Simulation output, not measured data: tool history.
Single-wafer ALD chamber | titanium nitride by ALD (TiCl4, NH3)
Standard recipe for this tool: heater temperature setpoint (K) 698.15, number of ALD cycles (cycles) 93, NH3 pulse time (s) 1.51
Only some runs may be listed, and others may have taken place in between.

run	hour	heater temperature setpoint (K)	number of ALD cycles (cycles)	NH3 pulse time (s)	read-back reference wafer on the same gauge, thickness_nm	mean film thickness on the monitor wafer (Å)
1	0	698.15	93	1.3	2.05	19.52
2	104.6	698.15	93	1.51	2.049	19.69
3	179.3	698.15	93	1.51	2.049	19.65
4	272.7	698.15	93	1.51	2.051	19.59
5	360.7	698.15	93	1.51	2.052	19.61
6	459.2	698.15	93	1.51	2.05	19.65
7	505.9	698.15	93	1.51	2.049	19.67
8	549.8	705.15	93	1.97	2.048	19.89
9	637.8	698.15	93	1.51	2.05	19.66
10	697.8	698.15	93	1.51	2.05	19.7
11	778.2	698.15	93	1.51	2.051	19.66
12	885.9	710.15	105	1.51	2.05	22.27
13	962.9	684.15	104	2.08	2.048	22.12
# hour 1020: showerhead replaced
14	1054.8	684.15	83	1.51	2.052	17.39
15	1121.4	691.15	84	1.93	2.05	17.91
# hour 1243.5: thermocouple changed; heater temperature recalibrated
# hour 1317.7: gauge calibrated
16	1411.2	698.15	93	1.51	2.051	19.57
17	1493.5	698.15	107	2.04	2.049	22.87
18	1552.7	698.15	93	1.51	2.05	19.62
19	1591.6	705.15	81	1.22	2.049	16.87

Forecast run 20:
20	1677	698.15	93	1.51	?	?

{"run 20": {"read-back reference wafer on the same gauge, thickness_nm": 2.048, "mean film thickness on the monitor wafer (Å)": 19.59}}
Had the tool carried no hidden state, the very same run would have given mean film thickness on the monitor wafer (Å) 19.59.
